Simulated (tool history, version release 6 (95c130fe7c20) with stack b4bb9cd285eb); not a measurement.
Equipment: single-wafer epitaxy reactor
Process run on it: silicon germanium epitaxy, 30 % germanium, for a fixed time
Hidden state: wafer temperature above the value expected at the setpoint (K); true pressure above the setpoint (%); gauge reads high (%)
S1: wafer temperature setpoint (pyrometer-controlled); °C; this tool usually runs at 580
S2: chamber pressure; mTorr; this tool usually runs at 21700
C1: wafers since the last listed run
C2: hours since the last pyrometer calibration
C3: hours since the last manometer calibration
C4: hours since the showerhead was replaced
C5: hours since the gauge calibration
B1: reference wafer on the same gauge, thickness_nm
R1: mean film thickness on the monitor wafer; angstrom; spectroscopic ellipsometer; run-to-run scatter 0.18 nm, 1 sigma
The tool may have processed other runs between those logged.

Run 1, day 0: usual settings; C1 0; C2 134.7; C3 1253.4; C4 6068.4; C5 412.3; B1 38.681. Result: R1 424.03 angstrom.
Run 2, day 6.579: usual settings but S2 24400 mTorr; C1 3047; C2 292.6; C3 1411.3; C4 6226.3; C5 570.2; B1 38.673. Result: R1 440.82 angstrom.
Run 3, day 16.642: usual settings but S1 576 °C; C1 4661; C2 534.1; C3 1652.8; C4 6467.8; C5 811.7; B1 38.72. Result: R1 396.86 angstrom.
Run 4, day 18.583: usual settings but S1 576 °C; C1 899; C2 580.7; C3 1699.4; C4 6514.4; C5 858.3; B1 38.697. Result: R1 394.19 angstrom.
Run 5, day 22.512: usual settings but S1 576 °C; C1 1820; C2 675; C3 1793.7; C4 6608.7; C5 952.6; B1 38.725. Result: R1 397.36 angstrom.
Run 6, day 24.433: usual settings but S2 19300 mTorr; C1 889; C2 721.1; C3 1839.8; C4 6654.8; C5 998.7; B1 38.722. Result: R1 402.05 angstrom.
At day 28.438: showerhead replaced.
Run 7, day 28.458: usual settings but S2 19300 mTorr; C1 1710; C2 817.7; C3 1936.4; C4 0.5; C5 1095.3; B1 38.705. Result: R1 406.63 angstrom.
Run 8, day 32.496: usual settings; C1 1870; C2 914.6; C3 2033.3; C4 97.4; C5 1192.2; B1 38.649. Result: R1 427.15 angstrom.
Run 9, day 34.442: usual settings; C1 901; C2 961.3; C3 2080; C4 144.1; C5 1238.9; B1 38.668. Result: R1 427.85 angstrom.
Run 10, day 38.625: usual settings; C1 1937; C2 1061.7; C3 2180.4; C4 244.5; C5 1339.3; B1 38.698. Result: R1 426.12 angstrom.
Run 11, day 40.138: usual settings; C1 700; C2 1098; C3 2216.7; C4 280.8; C5 1375.6; B1 38.689. Result: R1 427.4 angstrom.
Run 12, day 43.617: usual settings; C1 1611; C2 1181.5; C3 2300.2; C4 364.3; C5 1459.1; B1 38.704. Result: R1 430.72 angstrom.
Run 13, day 46.929: usual settings but S2 23100 mTorr; C1 1534; C2 1261; C3 2379.7; C4 443.8; C5 1538.6; B1 38.714. Result: R1 442.12 angstrom.
At day 47.438: gauge calibrated.
Run 14, day 49.208: usual settings; C1 1055; C2 1315.7; C3 2434.4; C4 498.5; C5 42.5; B1 38.709. Result: R1 431.69 angstrom.
Run 15, day 52.942: usual settings but S1 586 °C, S2 18000 mTorr; C1 1729; C2 1405.3; C3 2524; C4 588.1; C5 132.1; B1 38.712. Result: R1 449.06 angstrom.
Run 16, day 55.342: usual settings but S1 568 °C, S2 19900 mTorr; C1 1111; C2 1462.9; C3 2581.6; C4 645.7; C5 189.7; B1 38.715. Result: R1 335.83 angstrom.
At day 58.6: capacitance manometer re-zeroed and calibrated.
Run 17, day 58.621: usual settings but S1 576 °C; C1 1364; C2 1541.6; C3 0.5; C4 724.4; C5 268.4; B1 38.702. Result: R1 383.29 angstrom.
Run 18, day 60.042: usual settings but S2 16700 mTorr; C1 658; C2 1575.7; C3 34.6; C4 758.5; C5 302.5; B1 38.699. Result: R1 373.38 angstrom.
Run 19, day 61.825: usual settings; C1 826; C2 1618.5; C3 77.4; C4 801.3; C5 345.3; B1 38.716. Result: R1 417.27 angstrom.
At day 62.833: pyrometer calibrated.
Run 20, day 65.417: usual settings; C1 1509; C2 62; C3 163.6; C4 887.5; C5 431.5; B1 38.705. Result: R1 417.01 angstrom.
Run 21, day 68.858: usual settings but S1 572 °C, S2 25400 mTorr; C1 1594; C2 144.6; C3 246.2; C4 970.1; C5 514.1; B1 38.691. Result: R1 381.87 angstrom.
Run 22, day 71.904: usual settings but S1 585 °C, S2 16600 mTorr; C1 1410; C2 217.7; C3 319.3; C4 1043.2; C5 587.2; B1 38.716. Result: R1 407.49 angstrom.
Run 23, day 76.104: usual settings but S1 586 °C, S2 26600 mTorr; C1 1945; C2 318.5; C3 420.1; C4 1144; C5 688; B1 38.708. Result: R1 508.52 angstrom.
Run 24, day 77.892: usual settings; C1 828; C2 361.4; C3 463; C4 1186.9; C5 730.9; B1 38.706. Result: R1 415.51 angstrom.
Run 25, day 81.125: usual settings but S1 573 °C, S2 17800 mTorr; C1 1497; C2 439; C3 540.6; C4 1264.5; C5 808.5; B1 38.681. Result: R1 336.07 angstrom.
Run 26, day 84.283: usual settings but S2 17500 mTorr; C1 1463; C2 514.8; C3 616.4; C4 1340.3; C5 884.3; B1 38.711. Result: R1 379.73 angstrom.

Hidden state or all else? Some run-to-run changes of R1, split into what the settings, what came in and random variation would give without the hidden state, and what is left for the hidden state (with any gauge scatter that isn't in both results):
Run 15 -> 16: S1 586 -> 568, S2 18000 -> 19900. R1 -113.23 angstrom: hidden state -3.22, all else -110.01.
Run 16 -> 17: S1 568 -> 576, S2 19900 -> 21700, capacitance manometer re-zeroed and calibrated. R1 +47.46 angstrom: hidden state -13.02, all else +60.48.
Run 22 -> 23: S1 585 -> 586, S2 16600 -> 26600. R1 +101.03 angstrom: hidden state -0.15, all else +101.18.
